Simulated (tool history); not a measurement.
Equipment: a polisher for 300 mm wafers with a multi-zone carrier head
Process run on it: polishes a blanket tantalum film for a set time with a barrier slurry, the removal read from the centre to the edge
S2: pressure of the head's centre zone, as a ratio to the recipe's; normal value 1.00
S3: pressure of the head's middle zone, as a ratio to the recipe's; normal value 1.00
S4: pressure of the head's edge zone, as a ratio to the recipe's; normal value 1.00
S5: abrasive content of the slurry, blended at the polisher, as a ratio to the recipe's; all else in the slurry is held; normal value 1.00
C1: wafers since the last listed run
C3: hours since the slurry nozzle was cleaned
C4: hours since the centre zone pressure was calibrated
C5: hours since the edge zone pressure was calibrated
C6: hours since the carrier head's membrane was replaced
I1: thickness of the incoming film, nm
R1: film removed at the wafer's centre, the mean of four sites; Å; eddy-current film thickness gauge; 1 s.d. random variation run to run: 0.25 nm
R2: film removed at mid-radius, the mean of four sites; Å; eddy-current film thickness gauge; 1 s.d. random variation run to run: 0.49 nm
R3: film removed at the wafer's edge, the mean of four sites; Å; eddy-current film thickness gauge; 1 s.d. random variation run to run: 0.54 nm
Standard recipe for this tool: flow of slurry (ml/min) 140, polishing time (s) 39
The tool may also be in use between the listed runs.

{"run": 1, "hour": 0.0, "flow of slurry (ml/min)": 140, "S2": 1.0, "S3": 1.0, "S4": 1.0, "S5": 1.0, "polishing time (s)": 39, "C1": 0, "wafers polished on this pad": 1252, "C3": 481.9, "C4": 45.1, "C5": 550.8, "C6": 611.2, "I1": 259.9, "R1": 396, "R2": 383, "R3": 386}
{"run": 2, "hour": 36.8, "flow of slurry (ml/min)": 140, "S2": 1.0, "S3": 1.0, "S4": 1.0, "S5": 0.8, "polishing time (s)": 39, "C1": 646, "wafers polished on this pad": 1898, "C3": 518.7, "C4": 81.9, "C5": 587.6, "C6": 648.0, "I1": 260.1, "R1": 377, "R2": 365, "R3": 361}
{"hour": 49.4, "done": "worn pad replaced by a new one"}
{"run": 3, "hour": 53.2, "flow of slurry (ml/min)": 140, "S2": 1.0, "S3": 1.0, "S4": 1.0, "S5": 0.8, "polishing time (s)": 39, "C1": 217, "wafers polished on this pad": 66, "C3": 535.1, "C4": 98.3, "C5": 604.0, "C6": 664.4, "I1": 259.3, "R1": 382, "R2": 361, "R3": 363}
{"run": 4, "hour": 65.7, "flow of slurry (ml/min)": 175, "S2": 1.0, "S3": 0.9, "S4": 1.12, "S5": 1.0, "polishing time (s)": 49, "C1": 219, "wafers polished on this pad": 285, "C3": 547.6, "C4": 110.8, "C5": 616.5, "C6": 676.9, "I1": 263.0, "R1": 531, "R2": 461, "R3": 515}
{"run": 5, "hour": 81.3, "flow of slurry (ml/min)": 140, "S2": 1.0, "S3": 1.0, "S4": 1.0, "S5": 1.3, "polishing time (s)": 39, "C1": 273, "wafers polished on this pad": 559, "C3": 563.2, "C4": 126.4, "C5": 632.1, "C6": 692.5, "I1": 256.2, "R1": 422, "R2": 402, "R3": 407}
{"run": 6, "hour": 93.5, "flow of slurry (ml/min)": 140, "S2": 1.0, "S3": 0.93, "S4": 1.0, "S5": 1.15, "polishing time (s)": 39, "C1": 214, "wafers polished on this pad": 773, "C3": 575.4, "C4": 138.6, "C5": 644.3, "C6": 704.7, "I1": 257.4, "R1": 414, "R2": 365, "R3": 396}
{"hour": 103.9, "done": "carrier head's membrane replaced by a new one"}
{"hour": 107.1, "done": "slurry nozzle cleaned"}
{"run": 7, "hour": 110.6, "flow of slurry (ml/min)": 100, "S2": 1.09, "S3": 1.0, "S4": 1.0, "S5": 1.0, "polishing time (s)": 39, "C1": 194, "wafers polished on this pad": 968, "C3": 3.5, "C4": 155.7, "C5": 661.4, "C6": 6.7, "I1": 263.8, "R1": 396, "R2": 342, "R3": 358}
{"run": 8, "hour": 117.8, "flow of slurry (ml/min)": 140, "S2": 1.0, "S3": 1.0, "S4": 1.06, "S5": 1.0, "polishing time (s)": 39, "C1": 126, "wafers polished on this pad": 1095, "C3": 10.7, "C4": 162.9, "C5": 668.6, "C6": 13.9, "I1": 260.9, "R1": 408, "R2": 372, "R3": 391}
{"hour": 129.6, "done": "edge zone pressure recalibrated"}
{"run": 9, "hour": 133.5, "flow of slurry (ml/min)": 185, "S2": 1.0, "S3": 1.0, "S4": 1.0, "S5": 1.0, "polishing time (s)": 39, "C1": 240, "wafers polished on this pad": 1335, "C3": 26.4, "C4": 178.6, "C5": 3.9, "C6": 29.6, "I1": 260.9, "R1": 430, "R2": 399, "R3": 407}
{"run": 10, "hour": 142.0, "flow of slurry (ml/min)": 125, "S2": 1.0, "S3": 1.0, "S4": 1.0, "S5": 1.0, "polishing time (s)": 47, "C1": 149, "wafers polished on this pad": 1484, "C3": 34.9, "C4": 187.1, "C5": 12.4, "C6": 38.1, "I1": 263.1, "R1": 475, "R2": 446, "R3": 444}
{"run": 11, "hour": 151.4, "flow of slurry (ml/min)": 140, "S2": 1.0, "S3": 1.0, "S4": 1.0, "S5": 1.3, "polishing time (s)": 50, "C1": 165, "wafers polished on this pad": 1649, "C3": 44.3, "C4": 196.5, "C5": 21.8, "C6": 47.5, "I1": 257.2, "R1": 555, "R2": 510, "R3": 508}
{"hour": 166.5, "done": "worn pad replaced by a new one"}
{"run": 12, "hour": 167.1, "flow of slurry (ml/min)": 140, "S2": 1.0, "S3": 1.0, "S4": 1.0, "S5": 1.0, "polishing time (s)": 39, "C1": 205, "wafers polished on this pad": 10, "C3": 60.0, "C4": 212.2, "C5": 37.5, "C6": 63.2, "I1": 257.2, "R1": 415, "R2": 378, "R3": 381}
{"run": 13, "hour": 181.4, "flow of slurry (ml/min)": 140, "S2": 1.08, "S3": 0.93, "S4": 1.0, "S5": 0.9, "polishing time (s)": 28, "C1": 251, "wafers polished on this pad": 261, "C3": 74.3, "C4": 226.5, "C5": 51.8, "C6": 77.5, "I1": 260.5, "R1": 312, "R2": 247, "R3": 262}
{"run": 14, "hour": 192.1, "flow of slurry (ml/min)": 140, "S2": 1.0, "S3": 1.0, "S4": 1.0, "S5": 1.0, "polishing time (s)": 28, "C1": 187, "wafers polished on this pad": 449, "C3": 85.0, "C4": 237.2, "C5": 62.5, "C6": 88.2, "I1": 259.4, "R1": 296, "R2": 271, "R3": 273}
{"run": 15, "hour": 198.6, "flow of slurry (ml/min)": 140, "S2": 1.0, "S3": 0.9, "S4": 1.0, "S5": 1.0, "polishing time (s)": 39, "C1": 114, "wafers polished on this pad": 563, "C3": 91.5, "C4": 243.7, "C5": 69.0, "C6": 94.7, "I1": 261.6, "R1": 412, "R2": 347, "R3": 376}
{"run": 16, "hour": 211.3, "flow of slurry (ml/min)": 140, "S2": 0.92, "S3": 1.0, "S4": 1.0, "S5": 0.85, "polishing time (s)": 39, "C1": 222, "wafers polished on this pad": 786, "C3": 104.2, "C4": 256.4, "C5": 81.7, "C6": 107.4, "I1": 257.7, "R1": 365, "R2": 370, "R3": 357}
{"run": 17, "hour": 224.2, "flow of slurry (ml/min)": 165, "S2": 1.0, "S3": 1.0, "S4": 1.09, "S5": 1.0, "polishing time (s)": 39, "C1": 226, "wafers polished on this pad": 1012, "C3": 117.1, "C4": 269.3, "C5": 94.6, "C6": 120.3, "I1": 260.8, "R1": 433, "R2": 393, "R3": 408}
{"run": 18, "hour": 234.6, "flow of slurry (ml/min)": 140, "S2": 1.0, "S3": 0.93, "S4": 1.0, "S5": 1.0, "polishing time (s)": 39, "C1": 182, "wafers polished on this pad": 1195, "C3": 127.5, "C4": 279.7, "C5": 105.0, "C6": 130.7, "I1": 264.6, "R1": 410, "R2": 353, "R3": 379}
{"run": 19, "hour": 245.3, "flow of slurry (ml/min)": 140, "S2": 1.0, "S3": 1.0, "S4": 1.0, "S5": 1.0, "polishing time (s)": 39, "C1": 187, "wafers polished on this pad": 1383, "C3": 138.2, "C4": 290.4, "C5": 115.7, "C6": 141.4, "I1": 259.9, "R1": 413, "R2": 374, "R3": 386}
{"run": 20, "hour": 256.2, "flow of slurry (ml/min)": 140, "S2": 0.93, "S3": 1.06, "S4": 1.0, "S5": 1.0, "polishing time (s)": 39, "C1": 191, "wafers polished on this pad": 1574, "C3": 149.1, "C4": 301.3, "C5": 126.6, "C6": 152.3, "I1": 261.1, "R1": 388, "R2": 407, "R3": 377}
{"hour": 271.5, "done": "worn pad replaced by a new one"}
{"run": 21, "hour": 272.0, "flow of slurry (ml/min)": 140, "S2": 1.0, "S3": 1.0, "S4": 1.0, "S5": 1.0, "polishing time (s)": 39, "C1": 207, "wafers polished on this pad": 8, "C3": 164.9, "C4": 317.1, "C5": 142.4, "C6": 168.1, "I1": 256.8, "R1": 415, "R2": 377, "R3": 376}
{"run": 22, "hour": 279.8, "flow of slurry (ml/min)": 140, "S2": 1.0, "S3": 1.1, "S4": 1.0, "S5": 1.1, "polishing time (s)": 39, "C1": 136, "wafers polished on this pad": 145, "C3": 172.7, "C4": 324.9, "C5": 150.2, "C6": 175.9, "I1": 261.4, "R1": 421, "R2": 427, "R3": 383}
{"run": 23, "hour": 295.5, "flow of slurry (ml/min)": 140, "S2": 1.05, "S3": 1.04, "S4": 1.0, "S5": 0.7, "polishing time (s)": 39, "C1": 275, "wafers polished on this pad": 420, "C3": 188.4, "C4": 340.6, "C5": 165.9, "C6": 191.6, "I1": 255.8, "R1": 404, "R2": 356, "R3": 353}

3 options for the next run, each taken on its own from the tool as it stands now. Forecast them:
{"run": "A", "hour": 295.9, "flow of slurry (ml/min)": 95, "S2": 1.0, "S3": 1.0, "S4": 1.0, "S5": 1.0, "polishing time (s)": 39, "C1": 7, "wafers polished on this pad": 427, "C3": 188.8, "C4": 341.0, "C5": 166.3, "C6": 192.0, "I1": 258.4, "R1": "?", "R2": "?", "R3": "?"}
{"run": "B", "hour": 295.9, "flow of slurry (ml/min)": 105, "S2": 0.91, "S3": 1.0, "S4": 1.0, "S5": 1.0, "polishing time (s)": 39, "C1": 7, "wafers polished on this pad": 427, "C3": 188.8, "C4": 341.0, "C5": 166.3, "C6": 192.0, "I1": 258.4, "R1": "?", "R2": "?", "R3": "?"}
{"run": "C", "hour": 295.9, "flow of slurry (ml/min)": 140, "S2": 1.06, "S3": 1.0, "S4": 1.0, "S5": 1.0, "polishing time (s)": 39, "C1": 7, "wafers polished on this pad": 427, "C3": 188.8, "C4": 341.0, "C5": 166.3, "C6": 192.0, "I1": 258.4, "R1": "?", "R2": "?", "R3": "?"}

run=A R1=368 R2=344 R3=357
run=B R1=348 R2=356 R3=365
run=C R1=442 R2=384 R3=385
Take away the tool's hidden state, keep each run's random variation, and the runs would have read:
run=A R1=340 R2=344 R3=357
run=B R1=321 R2=356 R3=365
run=C R1=409 R2=384 R3=385
